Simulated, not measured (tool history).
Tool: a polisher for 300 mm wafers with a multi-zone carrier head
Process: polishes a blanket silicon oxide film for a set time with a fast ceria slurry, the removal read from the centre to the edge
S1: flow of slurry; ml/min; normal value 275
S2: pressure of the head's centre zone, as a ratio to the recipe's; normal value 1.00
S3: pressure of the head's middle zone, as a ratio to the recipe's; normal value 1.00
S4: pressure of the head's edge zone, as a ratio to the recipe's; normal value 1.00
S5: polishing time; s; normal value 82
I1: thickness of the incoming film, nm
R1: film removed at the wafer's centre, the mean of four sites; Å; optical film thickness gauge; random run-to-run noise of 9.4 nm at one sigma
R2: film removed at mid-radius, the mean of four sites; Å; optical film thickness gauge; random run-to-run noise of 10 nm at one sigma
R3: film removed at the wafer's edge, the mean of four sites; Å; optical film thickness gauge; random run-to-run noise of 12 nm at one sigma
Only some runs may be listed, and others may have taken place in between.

| run | day | S1 | S2 | S3 | S4 | S5 | I1 | R1 | R2 | R3 |
|---|---|---|---|---|---|---|---|---|---|---|
| 1 | 0.000 | 275 | 1.00 | 1.00 | 1.00 | 82 | 3602.1 | 8757 | 8491 | 8932 |
|  | 8.546 | slurry nozzle cleaned |
| 2 | 13.488 | 275 | 1.00 | 1.00 | 1.00 | 99 | 3630.9 | 10697 | 10279 | 10945 |
| 3 | 16.175 | 275 | 1.00 | 1.00 | 1.00 | 82 | 3574.1 | 8677 | 8485 | 8925 |
|  | 16.796 | centre zone pressure recalibrated |
| 4 | 18.092 | 365 | 1.00 | 1.11 | 1.00 | 82 | 3560.7 | 8913 | 9471 | 9063 |
| 5 | 20.071 | 275 | 1.00 | 1.06 | 0.93 | 82 | 3629.8 | 8231 | 8598 | 8193 |
| 6 | 24.179 | 345 | 1.00 | 1.03 | 0.96 | 57 | 3610.0 | 5898 | 5765 | 5777 |
| 7 | 28.088 | 275 | 1.00 | 1.00 | 1.00 | 82 | 3656.3 | 7939 | 7651 | 8006 |
|  | 29.533 | worn pad replaced by a new one |
|  | 30.054 | carrier head's membrane replaced by a new one |
| 8 | 30.675 | 275 | 1.00 | 0.91 | 1.00 | 71 | 3611.7 | 7375 | 6756 | 7508 |
|  | 31.133 | edge zone pressure recalibrated |
| 9 | 34.779 | 335 | 1.00 | 1.11 | 1.10 | 82 | 3598.5 | 8938 | 9469 | 9345 |
| 10 | 38.271 | 275 | 1.00 | 1.00 | 1.00 | 82 | 3563.1 | 8507 | 8247 | 8663 |
|  | 39.483 | slurry nozzle cleaned |
| 11 | 41.646 | 275 | 1.00 | 0.89 | 1.00 | 67 | 3527.0 | 7331 | 6389 | 7285 |
|  | 43.054 | centre zone pressure recalibrated |
| 12 | 45.083 | 235 | 1.00 | 1.00 | 1.00 | 107 | 3577.6 | 11044 | 10902 | 11644 |
| 13 | 48.804 | 275 | 1.00 | 1.08 | 1.00 | 82 | 3604.5 | 8383 | 8865 | 8615 |
| 14 | 50.333 | 275 | 0.92 | 0.92 | 1.03 | 71 | 3630.8 | 6979 | 6713 | 7493 |
| 15 | 52.950 | 300 | 1.10 | 1.00 | 0.96 | 82 | 3597.4 | 8880 | 8218 | 8377 |
| 16 | 55.692 | 320 | 1.00 | 1.09 | 0.96 | 60 | 3605.3 | 6096 | 6183 | 6059 |

Run 17 is up next; what results do you expect?
|  | 58.312 | carrier head's membrane replaced by a new one |
|  | 59.067 | worn pad replaced by a new one |
| 17 | 59.538 | 195 | 1.00 | 1.00 | 0.94 | 82 | 3625.2 | ? | ? | ? |

{"run 17": {"R1": 7849, "R2": 7707, "R3": 7928}}
Had the tool carried no hidden state, the very same run would have given R1 8924 Å, R2 8643 Å, R3 8633 Å.
